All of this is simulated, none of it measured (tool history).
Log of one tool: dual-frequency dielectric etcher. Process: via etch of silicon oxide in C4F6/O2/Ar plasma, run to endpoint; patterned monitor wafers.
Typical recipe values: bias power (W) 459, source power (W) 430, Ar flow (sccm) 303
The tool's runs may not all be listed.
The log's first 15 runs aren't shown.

run	hour	bias power (W)	source power (W)	Ar flow (sccm)	incoming incoming film thickness, nm	endpoint time (s)
16	858.5	459	430	303	148.6	33.9
# hour 900.4: wet clean of the chamber
17	902.4	459	430	270	149.1	33.6
18	943.2	409	430	303	149.7	35.5
19	972.4	357	530	279	146.3	33.4
# hour 1099.3: source power generator calibrated
# hour 1118.4: upper electrode replaced
20	1118.9	547	340	255	147.2	33.0
21	1216.9	396	540	346	149.2	34.0
22	1283.9	459	430	303	148.9	34.1
23	1351.0	559	350	331	149.6	34.6

Forecast run 24:
24	1411.2	355	520	303	148.2	?

{"run 24": {"endpoint time (s)": 34.6}}
Without the tool's hidden state the same run would have given endpoint time (s) 34.6.
